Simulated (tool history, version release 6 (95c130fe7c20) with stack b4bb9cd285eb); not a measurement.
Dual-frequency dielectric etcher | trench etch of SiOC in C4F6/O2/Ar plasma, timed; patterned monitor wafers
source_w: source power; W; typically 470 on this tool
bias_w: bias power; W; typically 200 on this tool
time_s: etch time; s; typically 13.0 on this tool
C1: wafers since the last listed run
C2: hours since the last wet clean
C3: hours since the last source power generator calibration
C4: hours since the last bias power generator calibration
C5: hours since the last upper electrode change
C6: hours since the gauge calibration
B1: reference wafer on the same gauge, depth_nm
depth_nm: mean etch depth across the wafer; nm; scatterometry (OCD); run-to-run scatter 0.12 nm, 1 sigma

Run 1, day 0.000: usual settings; C1 0; C2 34.5; C3 1940.9; C4 2861.8; C5 2590.6; C6 2349.4; B1 35.30. Result: depth_nm 30.80 nm.
Run 2, day 2.696: usual settings; C1 1232; C2 99.2; C3 2005.6; C4 2926.5; C5 2655.3; C6 2414.1; B1 35.30. Result: depth_nm 30.89 nm.
Run 3, day 5.612: usual settings but source_w 540 W; C1 1333; C2 169.2; C3 2075.6; C4 2996.5; C5 2725.3; C6 2484.1; B1 35.28. Result: depth_nm 32.46 nm.
Run 4, day 10.092: usual settings; C1 2048; C2 276.7; C3 2183.1; C4 3104.0; C5 2832.8; C6 2591.6; B1 35.29. Result: depth_nm 30.62 nm.
Run 5, day 11.754: usual settings; C1 760; C2 316.6; C3 2223.0; C4 3143.9; C5 2872.7; C6 2631.5; B1 35.29. Result: depth_nm 30.61 nm.
At day 12.750: gauge calibrated.
Run 6, day 15.450: usual settings; C1 1690; C2 405.3; C3 2311.7; C4 3232.6; C5 2961.4; C6 64.8; B1 35.30. Result: depth_nm 30.87 nm.
Run 7, day 18.046: usual settings; C1 1187; C2 467.6; C3 2374.0; C4 3294.9; C5 3023.7; C6 127.1; B1 35.32. Result: depth_nm 30.83 nm.
At day 21.138: wet clean of the chamber.
Run 8, day 21.158: usual settings but bias_w 180 W; C1 966; C2 0.5; C3 2448.7; C4 3369.6; C5 3098.4; C6 201.8; B1 35.31. Result: depth_nm 29.76 nm.
Run 9, day 23.258: usual settings but bias_w 180 W; C1 960; C2 50.9; C3 2499.1; C4 3420.0; C5 3148.8; C6 252.2; B1 35.28. Result: depth_nm 29.63 nm.
Run 10, day 25.562: usual settings; C1 1053; C2 106.2; C3 2554.4; C4 3475.3; C5 3204.1; C6 307.5; B1 35.29. Result: depth_nm 30.81 nm.
At day 26.679: upper electrode replaced.
Run 11, day 28.596: usual settings but source_w 380 W, bias_w 184 W, time_s 15.5 s; C1 929; C2 179.0; C3 2627.2; C4 3548.1; C5 46.0; C6 380.3; B1 35.30. Result: depth_nm 33.51 nm.
At day 32.388: bias power generator calibrated.
Run 12, day 32.804: usual settings; C1 1848; C2 280.0; C3 2728.2; C4 10.0; C5 147.0; C6 481.3; B1 35.32. Result: depth_nm 31.87 nm.
Run 13, day 38.517: usual settings but source_w 540 W, bias_w 152 W, time_s 16.0 s; C1 2612; C2 417.1; C3 2865.3; C4 147.1; C5 284.1; C6 618.4; B1 35.29. Result: depth_nm 37.74 nm.
Run 14, day 40.979: usual settings but source_w 570 W, bias_w 177 W; C1 1126; C2 476.2; C3 2924.4; C4 206.2; C5 343.2; C6 677.5; B1 35.29. Result: depth_nm 32.44 nm.
Run 15, day 42.912: usual settings but source_w 360 W, time_s 10.5 s; C1 884; C2 522.6; C3 2970.8; C4 252.6; C5 389.6; C6 723.9; B1 35.30. Result: depth_nm 23.57 nm.
Run 16, day 45.342: usual settings but bias_w 243 W, time_s 15.5 s; C1 1110; C2 580.9; C3 3029.1; C4 310.9; C5 447.9; C6 782.2; B1 35.32. Result: depth_nm 40.43 nm.
At day 48.538: wet clean of the chamber.
Run 17, day 48.992: usual settings but source_w 550 W, time_s 9.5 s; C1 1211; C2 10.9; C3 3116.7; C4 398.5; C5 535.5; C6 869.8; B1 35.27. Result: depth_nm 24.48 nm.
Run 18, day 51.162: usual settings; C1 992; C2 63.0; C3 3168.8; C4 450.6; C5 587.6; C6 921.9; B1 35.33. Result: depth_nm 31.73 nm.
At day 53.775: bias power generator calibrated, repeated, since the last time left the tool worse.
Run 19, day 53.796: usual settings but source_w 360 W; C1 1128; C2 126.2; C3 3232.0; C4 0.5; C5 650.8; C6 985.1; B1 35.32. Result: depth_nm 28.84 nm.
At day 55.817: source power generator calibrated.
Run 20, day 56.588: usual settings but source_w 520 W, bias_w 177 W, time_s 10.5 s; C1 1200; C2 193.2; C3 18.5; C4 67.5; C5 717.8; C6 1052.1; B1 35.29. Result: depth_nm 25.02 nm.
Run 21, day 62.917: usual settings; C1 2894; C2 345.1; C3 170.4; C4 219.4; C5 869.7; C6 1204.0; B1 35.30. Result: depth_nm 30.91 nm.
Run 22, day 66.846: usual settings but bias_w 168 W; C1 1796; C2 439.4; C3 264.7; C4 313.7; C5 964.0; C6 1298.3; B1 35.28. Result: depth_nm 29.53 nm.
At day 70.817: wet clean of the chamber.
Run 23, day 70.942: usual settings but bias_w 158 W; C1 1415; C2 3.0; C3 363.0; C4 412.0; C5 1062.3; C6 1396.6; B1 35.31. Result: depth_nm 28.94 nm.
Run 24, day 73.708: usual settings but bias_w 242 W; C1 1265; C2 69.4; C3 429.4; C4 478.4; C5 1128.7; C6 1463.0; B1 35.30. Result: depth_nm 33.08 nm.
Run 25, day 76.333: usual settings but source_w 370 W, bias_w 222 W, time_s 11.5 s; C1 1200; C2 132.4; C3 492.4; C4 541.4; C5 1191.7; C6 1526.0; B1 35.27. Result: depth_nm 26.38 nm.
Run 26, day 80.054: usual settings; C1 1701; C2 221.7; C3 581.7; C4 630.7; C5 1281.0; C6 1615.3; B1 35.30. Result: depth_nm 31.06 nm.
Run 27, day 90.625: usual settings but bias_w 169 W; C1 4834; C2 475.4; C3 835.4; C4 884.4; C5 1534.7; C6 1869.0; B1 35.30. Result: depth_nm 29.38 nm.
Run 28, day 92.971: usual settings but source_w 430 W, time_s 16.0 s; C1 1072; C2 531.7; C3 891.7; C4 940.7; C5 1591.0; C6 1925.3; B1 35.31. Result: depth_nm 37.09 nm.
Run 29, day 95.383: usual settings but bias_w 229 W; C1 1103; C2 589.6; C3 949.6; C4 998.6; C5 1648.9; C6 1983.2; B1 35.32. Result: depth_nm 32.19 nm.

Alternative continuations, all from the tool just after run 29; predict every row:
Run A, day 95.400: usual settings but bias_w 159 W; C1 7; C2 590.0; C3 950.0; C4 999.0; C5 1649.3; C6 1983.6; B1 ?. Result: depth_nm ?.
Run B, day 95.400: usual settings but bias_w 156 W, time_s 14.5 s; C1 7; C2 590.0; C3 950.0; C4 999.0; C5 1649.3; C6 1983.6; B1 ?. Result: depth_nm ?.
Run C, day 95.400: usual settings but source_w 430 W; C1 7; C2 590.0; C3 950.0; C4 999.0; C5 1649.3; C6 1983.6; B1 ?. Result: depth_nm ?.
Run D, day 95.400: usual settings but bias_w 175 W, time_s 11.5 s; C1 7; C2 590.0; C3 950.0; C4 999.0; C5 1649.3; C6 1983.6; B1 ?. Result: depth_nm ?.

run     B1  depth_nm
  A  35.27     28.73
  B  35.27     31.86
  C  35.27     30.03
  D  35.27     26.18
With the hidden condition removed and each run's random variation left untouched, the same runs would have given:
run  depth_nm
  A     28.94
  B     32.09
  C     30.26
  D     26.37

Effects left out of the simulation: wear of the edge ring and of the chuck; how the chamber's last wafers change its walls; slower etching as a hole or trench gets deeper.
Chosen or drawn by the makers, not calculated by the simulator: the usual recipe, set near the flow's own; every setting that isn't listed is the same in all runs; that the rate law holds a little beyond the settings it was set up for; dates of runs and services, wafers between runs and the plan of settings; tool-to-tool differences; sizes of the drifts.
